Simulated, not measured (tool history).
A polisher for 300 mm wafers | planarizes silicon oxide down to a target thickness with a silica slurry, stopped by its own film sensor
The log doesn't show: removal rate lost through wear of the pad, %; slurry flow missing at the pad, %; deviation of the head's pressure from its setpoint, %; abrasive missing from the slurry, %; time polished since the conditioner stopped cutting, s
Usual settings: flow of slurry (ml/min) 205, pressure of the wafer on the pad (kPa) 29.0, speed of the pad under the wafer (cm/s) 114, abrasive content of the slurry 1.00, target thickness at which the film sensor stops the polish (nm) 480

run    hour  flow of slurry (ml/min)  pressure of the wafer on the pad (kPa)  speed of the pad under the wafer (cm/s)  abrasive content of the slurry  target thickness at which the film sensor stops the polish (nm)  wafers since the last listed run  wafers polished on this pad  hours since the slurry nozzle was cleaned  hours since the head pressure was calibrated  hours since the slurry blender was calibrated  hours since the conditioning disc was replaced  incoming thickness of the incoming film, nm  time until the film sensor stopped the polish (s)
  1     0.0                      205                                    29.0                                      114                            1.00                                                              480                                 0                         7311                                      480.2                                         753.0                                          487.3                                           692.8                                        945.9                                              180.7
       24.8  -- worn pad replaced by a new one
       26.5  -- head pressure recalibrated
  2    72.1                      205                                    29.0                                      114                            1.00                                                              480                               615                          422                                      552.3                                          45.6                                          559.4                                           764.9                                        920.0                                              170.6
  3   131.4                      205                                    29.0                                      114                            1.00                                                              480                               549                          971                                      611.6                                         104.9                                          618.7                                           824.2                                        951.4                                              187.0
      140.4  -- conditioning disc replaced and pad reconditioned, repeated, since the last time left the tool worse
      187.3  -- slurry nozzle cleaned
  4   190.0                      205                                    29.0                                      114                            1.00                                                              480                               515                         1486                                        2.7                                         163.5                                          677.3                                            49.6                                        942.6                                              138.6
  5   256.6                      205                                    35.2                                       88                            0.70                                                              480                               616                         2103                                       69.3                                         230.1                                          743.9                                           116.2                                        933.4                                              178.5
  6   311.4                      205                                    37.9                                      114                            1.00                                                              329                               507                         2611                                      124.1                                         284.9                                          798.7                                           171.0                                        922.9                                              134.9
      323.7  -- slurry blender recalibrated
  7   361.4                      205                                    29.0                                      114                            1.00                                                              480                               444                         3055                                      174.1                                         334.9                                           37.7                                           221.0                                        945.7                                              140.5
  8   405.3                      205                                    29.0                                      114                            1.00                                                              480                               406                         3462                                      218.0                                         378.8                                           81.6                                           264.9                                        941.9                                              138.4
  9   463.8                      205                                    29.0                                      102                            1.00                                                              480                               541                         4004                                      276.5                                         437.3                                          140.1                                           323.4                                        926.3                                              150.1
 10   511.1                      275                                    21.4                                      114                            1.00                                                              480                               438                         4442                                      323.8                                         484.6                                          187.4                                           370.7                                        930.4                                              180.9
 11   563.2                      205                                    29.0                                      114                            0.75                                                              588                               482                         4925                                      375.9                                         536.7                                          239.5                                           422.8                                        952.5                                              137.4
 12   657.0                      205                                    29.0                                      114                            1.25                                                              399                               868                         5794                                      469.7                                         630.5                                          333.3                                           516.6                                        924.2                                              147.8
      727.6  -- head pressure recalibrated
 13   762.6                      205                                    29.0                                       84                            1.00                                                              480                               959                         6754                                      575.3                                          35.0                                          438.9                                           622.2                                        942.8                                              188.5
      830.5  -- worn pad replaced by a new one
 14   853.4                      205                                    29.0                                      114                            1.00                                                              480                               804                          212                                      666.1                                         125.8                                          529.7                                           713.0                                        932.2                                              152.9
 15   909.8                      205                                    31.7                                      150                            0.90                                                              615                               522                          734                                      722.5                                         182.2                                          586.1                                           769.4                                        940.6                                               90.5
      988.8  -- conditioning disc replaced and pad reconditioned
 16  1013.8                      205                                    29.0                                      100                            1.00                                                              480                               944                         1679                                      826.5                                         286.2                                          690.1                                            25.0                                        940.0                                              153.5
     1016.1  -- slurry nozzle cleaned
 17  1051.9                      205                                    29.0                                      114                            1.00                                                              480                               343                         2023                                       35.8                                         324.3                                          728.2                                            63.1                                        938.4                                              134.4
 18  1123.4                      205                                    29.0                                      114                            1.00                                                              537                               662                         2685                                      107.3                                         395.8                                          799.7                                           134.6                                        946.5                                              121.1
     1129.3  -- slurry blender recalibrated
 19  1322.3                      205                                    29.0                                      114                            1.00                                                              480                              1824                         4509                                      306.2                                         594.7                                          193.0                                           333.5                                        927.0                                              134.7
     1410.0  -- head pressure recalibrated
 20  1414.3                      145                                    35.9                                       84                            1.00                                                              480                               833                         5343                                      398.2                                           4.3                                          285.0                                           425.5                                        938.1                                              152.4
     1518.9  -- worn pad replaced by a new one
 21  1521.0                      205                                    29.0                                      114                            1.00                                                              480                               951                           19                                      504.9                                         111.0                                          391.7                                           532.2                                        928.1                                              141.8
 22  1578.4                      205                                    33.1                                      136                            0.90                                                              480                               531                          550                                      562.3                                         168.4                                          449.1                                           589.6                                        946.3                                              128.9
 23  1646.1                      205                                    29.0                                      114                            1.00                                                              480                               627                         1178                                      630.0                                         236.1                                          516.8                                           657.3                                        946.5                                              153.0
     1651.6  -- conditioning disc replaced and pad reconditioned
 24  1732.7                      205                                    29.0                                      138                            1.30                                                              480                               783                         1961                                      716.6                                         322.7                                          603.4                                            81.1                                        954.1                                              106.2
     1807.3  -- slurry nozzle cleaned
 25  1819.3                      170                                    29.0                                       74                            1.00                                                              480                               793                         2754                                       12.0                                         409.3                                          690.0                                           167.7                                        961.1                                              212.8

Forecast each of these 4 alternatives for the next run:
  A  1819.8                      205                                    29.0                                      114                            1.00                                                              480                                 4                         2759                                       12.5                                         409.8                                          690.5                                           168.2                                        932.1                                                  ?
  B  1819.8                      260                                    35.2                                      142                            1.00                                                              409                                 4                         2759                                       12.5                                         409.8                                          690.5                                           168.2                                        932.1                                                  ?
  C  1819.8                      225                                    25.5                                      154                            1.10                                                              480                                 4                         2759                                       12.5                                         409.8                                          690.5                                           168.2                                        932.1                                                  ?
  D  1819.8                      230                                    29.0                                      114                            1.00                                                              480                                 4                         2759                                       12.5                                         409.8                                          690.5                                           168.2                                        932.1                                                  ?

run  time until the film sensor stopped the polish (s)
  A                                              137.3
  B                                              108.3
  C                                              115.1
  D                                              135.7
Without the tool's hidden state the same runs would have given:
run  time until the film sensor stopped the polish (s)
  A                                              134.6
  B                                              105.1
  C                                              112.4
  D                                              133.1

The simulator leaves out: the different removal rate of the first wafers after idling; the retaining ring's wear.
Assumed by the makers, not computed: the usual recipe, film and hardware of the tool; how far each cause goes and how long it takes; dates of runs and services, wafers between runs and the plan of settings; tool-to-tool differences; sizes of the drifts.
